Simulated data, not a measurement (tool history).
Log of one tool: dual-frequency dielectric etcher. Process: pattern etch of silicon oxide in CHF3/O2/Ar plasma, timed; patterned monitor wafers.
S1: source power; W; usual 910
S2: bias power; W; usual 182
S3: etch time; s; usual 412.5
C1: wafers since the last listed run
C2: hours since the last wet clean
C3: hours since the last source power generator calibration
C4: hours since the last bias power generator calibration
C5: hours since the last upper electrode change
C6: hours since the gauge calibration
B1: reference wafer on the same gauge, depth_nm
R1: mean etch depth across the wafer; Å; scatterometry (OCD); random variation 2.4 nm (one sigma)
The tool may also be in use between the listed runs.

Run 1, hour 0.0: usual settings but S2 218 W; C1 0; C2 468.1; C3 3466.5; C4 2535.0; C5 4046.4; C6 33.1; B1 1199.1. Result: R1 10828 Å.
At hour 30.0: wet clean of the chamber.
Run 2, hour 52.1: usual settings but S2 218 W; C1 133; C2 22.1; C3 3518.6; C4 2587.1; C5 4098.5; C6 85.2; B1 1201.3. Result: R1 11015 Å.
Run 3, hour 87.2: usual settings; C1 166; C2 57.2; C3 3553.7; C4 2622.2; C5 4133.6; C6 120.3; B1 1200.7. Result: R1 10508 Å.
Run 4, hour 144.9: usual settings; C1 273; C2 114.9; C3 3611.4; C4 2679.9; C5 4191.3; C6 178.0; B1 1200.3. Result: R1 10473 Å.
Run 5, hour 202.5: usual settings but S1 730 W, S2 202 W, S3 455.0 s; C1 272; C2 172.5; C3 3669.0; C4 2737.5; C5 4248.9; C6 235.6; B1 1200.2. Result: R1 11034 Å.
Run 6, hour 268.4: usual settings but S1 970 W, S2 145 W; C1 312; C2 238.4; C3 3734.9; C4 2803.4; C5 4314.8; C6 301.5; B1 1199.8. Result: R1 10125 Å.
Run 7, hour 339.7: usual settings but S1 1030 W, S2 201 W, S3 291.5 s; C1 337; C2 309.7; C3 3806.2; C4 2874.7; C5 4386.1; C6 372.8; B1 1199.2. Result: R1 7888 Å.
At hour 447.8: source power generator calibrated.
At hour 547.0: wet clean of the chamber.
Run 8, hour 547.5: usual settings but S3 502.5 s; C1 851; C2 0.5; C3 99.7; C4 3082.5; C5 4593.9; C6 580.6; B1 1199.5. Result: R1 12644 Å.
Run 9, hour 572.3: usual settings but S1 720 W, S2 145 W; C1 117; C2 25.3; C3 124.5; C4 3107.3; C5 4618.7; C6 605.4; B1 1200.3. Result: R1 9072 Å.
Run 10, hour 642.5: usual settings but S1 980 W, S2 150 W, S3 294.5 s; C1 332; C2 95.5; C3 194.7; C4 3177.5; C5 4688.9; C6 675.6; B1 1199.1. Result: R1 7249 Å.
Run 11, hour 682.8: usual settings; C1 190; C2 135.8; C3 235.0; C4 3217.8; C5 4729.2; C6 715.9; B1 1200.6. Result: R1 10298 Å.
At hour 709.0: bias power generator calibrated.
Run 12, hour 724.4: usual settings but S1 690 W, S2 143 W, S3 361.5 s; C1 178; C2 177.4; C3 276.6; C4 15.4; C5 4770.8; C6 757.5; B1 1200.7. Result: R1 7783 Å.
Run 13, hour 773.5: usual settings but S1 1130 W, S2 201 W, S3 360.5 s; C1 232; C2 226.5; C3 325.7; C4 64.5; C5 4819.9; C6 806.6; B1 1201.0. Result: R1 9972 Å.
Run 14, hour 810.7: usual settings but S2 166 W, S3 483.0 s; C1 176; C2 263.7; C3 362.9; C4 101.7; C5 4857.1; C6 843.8; B1 1200.4. Result: R1 11770 Å.
Run 15, hour 872.4: usual settings but S2 143 W, S3 483.0 s; C1 292; C2 325.4; C3 424.6; C4 163.4; C5 4918.8; C6 905.5; B1 1199.2. Result: R1 11356 Å.
Run 16, hour 927.7: usual settings but S1 740 W, S2 219 W; C1 261; C2 380.7; C3 479.9; C4 218.7; C5 4974.1; C6 960.8; B1 1199.5. Result: R1 10067 Å.
Run 17, hour 952.5: usual settings but S1 780 W, S2 166 W, S3 309.0 s; C1 117; C2 405.5; C3 504.7; C4 243.5; C5 4998.9; C6 985.6; B1 1199.9. Result: R1 7153 Å.
Run 18, hour 1008.5: usual settings but S1 690 W, S2 200 W, S3 323.0 s; C1 265; C2 461.5; C3 560.7; C4 299.5; C5 5054.9; C6 1041.6; B1 1200.0. Result: R1 7474 Å.
Run 19, hour 1063.6: usual settings but S1 800 W, S2 222 W, S3 452.5 s; C1 260; C2 516.6; C3 615.8; C4 354.6; C5 5110.0; C6 1096.7; B1 1200.8. Result: R1 11296 Å.
At hour 1136.9: upper electrode replaced.
At hour 1197.5: wet clean of the chamber.
Run 20, hour 1279.6: usual settings but S2 203 W, S3 465.5 s; C1 795; C2 82.1; C3 831.8; C4 570.6; C5 142.7; C6 1312.7; B1 1200.4. Result: R1 12026 Å.
Run 21, hour 1319.3: usual settings; C1 187; C2 121.8; C3 871.5; C4 610.3; C5 182.4; C6 1352.4; B1 1200.1. Result: R1 10360 Å.
Run 22, hour 1383.0: usual settings but S2 159 W; C1 301; C2 185.5; C3 935.2; C4 674.0; C5 246.1; C6 1416.1; B1 1199.8. Result: R1 9971 Å.
Run 23, hour 1452.0: usual settings but S2 143 W, S3 483.0 s; C1 326; C2 254.5; C3 1004.2; C4 743.0; C5 315.1; C6 1485.1; B1 1199.9. Result: R1 11423 Å.
Run 24, hour 1512.9: usual settings; C1 288; C2 315.4; C3 1065.1; C4 803.9; C5 376.0; C6 1546.0; B1 1201.5. Result: R1 10304 Å.
Run 25, hour 1579.6: usual settings but S1 760 W, S2 165 W, S3 307.5 s; C1 315; C2 382.1; C3 1131.8; C4 870.6; C5 442.7; C6 1612.7; B1 1199.2. Result: R1 7019 Å.
Run 26, hour 1644.9: usual settings; C1 309; C2 447.4; C3 1197.1; C4 935.9; C5 508.0; C6 1678.0; B1 1199.1. Result: R1 10221 Å.
Run 27, hour 1679.6: usual settings but S1 730 W; C1 164; C2 482.1; C3 1231.8; C4 970.6; C5 542.7; C6 1712.7; B1 1198.9. Result: R1 9476 Å.
At hour 1715.2: wet clean of the chamber.
Run 28, hour 1715.7: usual settings but S1 800 W, S2 226 W, S3 444.0 s; C1 57; C2 0.5; C3 1267.9; C4 1006.7; C5 578.8; C6 1748.8; B1 1199.3. Result: R1 11377 Å.

5 ways to go on from here, each from the tool as it stands after run 28. What would each give?
Run A, hour 1716.2: usual settings; C1 2; C2 1.0; C3 1268.4; C4 1007.2; C5 579.3; C6 1749.3; B1 ?. Result: R1 ?.
Run B, hour 1716.2: usual settings but S3 338.5 s; C1 2; C2 1.0; C3 1268.4; C4 1007.2; C5 579.3; C6 1749.3; B1 ?. Result: R1 ?.
Run C, hour 1716.2: usual settings but S3 456.5 s; C1 2; C2 1.0; C3 1268.4; C4 1007.2; C5 579.3; C6 1749.3; B1 ?. Result: R1 ?.
Run D, hour 1716.2: usual settings but S2 151 W, S3 520.0 s; C1 2; C2 1.0; C3 1268.4; C4 1007.2; C5 579.3; C6 1749.3; B1 ?. Result: R1 ?.
Run E, hour 1716.2: usual settings but S2 213 W; C1 2; C2 1.0; C3 1268.4; C4 1007.2; C5 579.3; C6 1749.3; B1 ?. Result: R1 ?.

run      B1     R1
  A  1200.3  10467
  B  1200.3   8590
  C  1200.3  11584
  D  1200.3  12620
  E  1200.3  10897
Without the tool's hidden state the same runs would have given:
run     R1
  A  10342
  B   8487
  C  11445
  D  12468
  E  10767
